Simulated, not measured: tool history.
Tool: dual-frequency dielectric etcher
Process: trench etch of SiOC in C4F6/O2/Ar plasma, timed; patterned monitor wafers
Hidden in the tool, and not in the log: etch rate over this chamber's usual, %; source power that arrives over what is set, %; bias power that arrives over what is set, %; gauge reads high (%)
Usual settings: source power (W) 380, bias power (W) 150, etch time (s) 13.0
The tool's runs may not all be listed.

run,hour,source power (W),bias power (W),etch time (s),wafers since the last listed run,hours since the last wet clean,hours since the last source power generator calibration,hours since the last bias power generator calibration,hours since the last upper electrode change,hours since the gauge calibration,"read-back reference wafer on the same gauge, depth_nm",mean etch depth across the wafer (Å)
1,0.0,380,150,13.0,0,45.4,1113.5,1163.0,3599.9,147.8,27.90,250.1
2,51.4,380,150,13.0,674,96.8,1164.9,1214.4,3651.3,199.2,27.88,247.4
3,156.9,410,150,13.0,1385,202.3,1270.4,1319.9,3756.8,304.7,27.90,253.7
4,258.0,410,150,13.0,1327,303.4,1371.5,1421.0,3857.9,405.8,27.90,252.6
5,363.6,380,150,14.0,1386,409.0,1477.1,1526.6,3963.5,511.4,27.91,261.8
6,433.5,380,163,13.0,917,478.9,1547.0,1596.5,4033.4,581.3,27.90,249.0
7,512.4,380,163,13.0,1036,557.8,1625.9,1675.4,4112.3,660.2,27.89,247.7
# hour 644.0: wet clean of the chamber
8,707.0,380,134,11.5,2240,63.0,1820.5,1870.0,4306.9,854.8,27.89,216.6
9,802.1,380,134,11.5,1248,158.1,1915.6,1965.1,4402.0,949.9,27.90,215.3
# hour 845.1: source power generator calibrated
# hour 995.5: bias power generator calibrated
# hour 1068.6: upper electrode replaced
10,1081.9,380,113,9.0,3254,437.9,236.8,86.4,13.3,1229.7,27.90,156.7
11,1144.0,380,150,13.0,815,500.0,298.9,148.5,75.4,1291.8,27.90,243.0
12,1243.1,340,150,12.0,1301,599.1,398.0,247.6,174.5,1390.9,27.88,214.0
# hour 1262.7: gauge calibrated
# hour 1315.4: wet clean of the chamber
13,1315.9,380,185,13.0,640,0.5,470.8,320.4,247.3,53.2,27.90,263.3
14,1365.7,420,150,16.0,653,50.3,520.6,370.2,297.1,103.0,27.90,316.8
15,1457.7,460,150,16.0,1208,142.3,612.6,462.2,389.1,195.0,27.90,328.0
16,1511.8,470,171,15.5,710,196.4,666.7,516.3,443.2,249.1,27.90,329.7
17,1587.5,380,150,13.0,994,272.1,742.4,592.0,518.9,324.8,27.91,247.4
18,1681.9,430,165,13.0,1239,366.5,836.8,686.4,613.3,419.2,27.90,262.0
19,1747.3,340,162,13.0,858,431.9,902.2,751.8,678.7,484.6,27.92,240.0

Forecast each of these 4 alternatives for the next run:
A,1747.7,280,150,13.0,5,432.3,902.6,752.2,679.1,485.0,?,?
B,1747.7,380,117,13.0,5,432.3,902.6,752.2,679.1,485.0,?,?
C,1747.7,310,150,13.0,5,432.3,902.6,752.2,679.1,485.0,?,?
D,1747.7,350,117,13.0,5,432.3,902.6,752.2,679.1,485.0,?,?

run,"read-back reference wafer on the same gauge, depth_nm",mean etch depth across the wafer (Å)
A,27.90,219.6
B,27.90,230.0
C,27.90,227.4
D,27.90,223.4
Without the tool's hidden state the same runs would have given:
run,mean etch depth across the wafer (Å)
A,222.7
B,233.4
C,230.6
D,226.6

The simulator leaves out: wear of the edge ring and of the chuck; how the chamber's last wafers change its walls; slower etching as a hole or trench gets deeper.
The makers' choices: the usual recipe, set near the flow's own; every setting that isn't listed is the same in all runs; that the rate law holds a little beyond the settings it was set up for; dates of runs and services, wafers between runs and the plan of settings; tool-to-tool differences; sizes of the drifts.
